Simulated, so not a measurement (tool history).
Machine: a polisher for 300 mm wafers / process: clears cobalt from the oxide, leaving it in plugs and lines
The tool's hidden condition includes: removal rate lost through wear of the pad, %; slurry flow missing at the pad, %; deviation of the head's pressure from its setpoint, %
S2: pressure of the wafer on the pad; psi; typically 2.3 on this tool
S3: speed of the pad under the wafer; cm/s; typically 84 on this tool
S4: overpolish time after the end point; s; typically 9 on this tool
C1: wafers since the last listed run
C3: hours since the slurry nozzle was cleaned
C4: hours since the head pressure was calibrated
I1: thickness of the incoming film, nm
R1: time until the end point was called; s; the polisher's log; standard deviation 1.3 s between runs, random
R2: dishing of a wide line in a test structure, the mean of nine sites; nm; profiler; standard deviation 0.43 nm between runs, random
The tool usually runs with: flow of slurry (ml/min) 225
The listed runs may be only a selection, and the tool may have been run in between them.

run 1 hour=0 | flow_of_slurry_(ml/min)=225 S2=2.3 S3=84 S4=9 | C1=0 wafers_polished_on_this_pad=305 C3=501 C4=1080.2 | I1=329.6 | R1=80.1 R2=24.5
run 2 hour=35.7 | flow_of_slurry_(ml/min)=225 S2=2.3 S3=84 S4=9 | C1=214 wafers_polished_on_this_pad=520 C3=536.7 C4=1115.9 | I1=328.5 | R1=78.5 R2=24.8
run 3 hour=61.3 | flow_of_slurry_(ml/min)=275 S2=2.3 S3=84 S4=5 | C1=154 wafers_polished_on_this_pad=674 C3=562.3 C4=1141.5 | I1=330.4 | R1=77.4 R2=15.6
run 4 hour=83.8 | flow_of_slurry_(ml/min)=275 S2=2.3 S3=84 S4=5 | C1=135 wafers_polished_on_this_pad=810 C3=584.8 C4=1164 | I1=326.5 | R1=77.4 R2=16.1
-- hour=97.5 worn pad replaced by a new one
run 5 hour=98 | flow_of_slurry_(ml/min)=225 S2=2.3 S3=84 S4=9 | C1=61 wafers_polished_on_this_pad=3 C3=599 C4=1178.2 | I1=333.9 | R1=82.3 R2=24.6
run 6 hour=111.1 | flow_of_slurry_(ml/min)=225 S2=2.3 S3=84 S4=9 | C1=78 wafers_polished_on_this_pad=82 C3=612.1 C4=1191.3 | I1=332.8 | R1=79.3 R2=24.1
run 7 hour=127.4 | flow_of_slurry_(ml/min)=225 S2=2.3 S3=84 S4=9 | C1=98 wafers_polished_on_this_pad=180 C3=628.4 C4=1207.6 | I1=333.1 | R1=82.6 R2=23.6
run 8 hour=159.9 | flow_of_slurry_(ml/min)=225 S2=2.3 S3=84 S4=9 | C1=195 wafers_polished_on_this_pad=375 C3=660.9 C4=1240.1 | I1=330.7 | R1=84.2 R2=24.1
run 9 hour=191.4 | flow_of_slurry_(ml/min)=225 S2=2.3 S3=84 S4=9 | C1=189 wafers_polished_on_this_pad=565 C3=692.4 C4=1271.6 | I1=326.9 | R1=84.4 R2=23.7
-- hour=210.8 slurry nozzle cleaned
run 10 hour=213.3 | flow_of_slurry_(ml/min)=225 S2=2.9 S3=84 S4=13 | C1=125 wafers_polished_on_this_pad=691 C3=2.5 C4=1293.5 | I1=328.5 | R1=58 R2=37.2
run 11 hour=231.3 | flow_of_slurry_(ml/min)=225 S2=2.3 S3=84 S4=9 | C1=108 wafers_polished_on_this_pad=799 C3=20.5 C4=1311.5 | I1=327 | R1=73.8 R2=26.3
run 12 hour=244.6 | flow_of_slurry_(ml/min)=270 S2=1.9 S3=84 S4=6 | C1=80 wafers_polished_on_this_pad=879 C3=33.8 C4=1324.8 | I1=328.6 | R1=84.1 R2=17.4
-- hour=249.7 worn pad replaced by a new one
run 13 hour=261.4 | flow_of_slurry_(ml/min)=275 S2=1.8 S3=74 S4=12 | C1=77 wafers_polished_on_this_pad=70 C3=50.6 C4=1341.6 | I1=330.7 | R1=103.7 R2=25.2
-- hour=279 head pressure recalibrated
run 14 hour=284.6 | flow_of_slurry_(ml/min)=225 S2=2.3 S3=84 S4=9 | C1=127 wafers_polished_on_this_pad=198 C3=73.8 C4=5.6 | I1=325.6 | R1=72.1 R2=26.4
run 15 hour=298.4 | flow_of_slurry_(ml/min)=225 S2=2.3 S3=62 S4=4 | C1=83 wafers_polished_on_this_pad=281 C3=87.6 C4=19.4 | I1=333.7 | R1=96.7 R2=10.9
run 16 hour=332.5 | flow_of_slurry_(ml/min)=225 S2=2.3 S3=102 S4=9 | C1=205 wafers_polished_on_this_pad=486 C3=121.7 C4=53.5 | I1=329.6 | R1=62.9 R2=29.2
run 17 hour=372.7 | flow_of_slurry_(ml/min)=225 S2=2.3 S3=84 S4=9 | C1=242 wafers_polished_on_this_pad=728 C3=161.9 C4=93.7 | I1=328.7 | R1=75.4 R2=25.6
-- hour=388.2 worn pad replaced by a new one
run 18 hour=391 | flow_of_slurry_(ml/min)=250 S2=3.1 S3=98 S4=13 | C1=86 wafers_polished_on_this_pad=17 C3=180.2 C4=112 | I1=328.8 | R1=47 R2=41.2
run 19 hour=404.2 | flow_of_slurry_(ml/min)=225 S2=2.3 S3=84 S4=9 | C1=79 wafers_polished_on_this_pad=96 C3=193.4 C4=125.2 | I1=327.1 | R1=72.9 R2=26.3

Some steps in R1, run to run, broken into two amounts with sign: the step expected even without the hidden condition (settings, incoming material, random variation), and the rest, left for the hidden condition together with whatever gauge scatter is not in both the measured and the hidden-condition-free result:
Run 9 -> 10: S2 2.3 -> 2.9, S4 9 -> 13, slurry nozzle cleaned. R1 -26.4 s: hidden state -10.9, all else -15.5.
Run 15 -> 16: S3 62 -> 102, S4 4 -> 9. R1 -33.8 s: hidden state -0.2, all else -33.6.
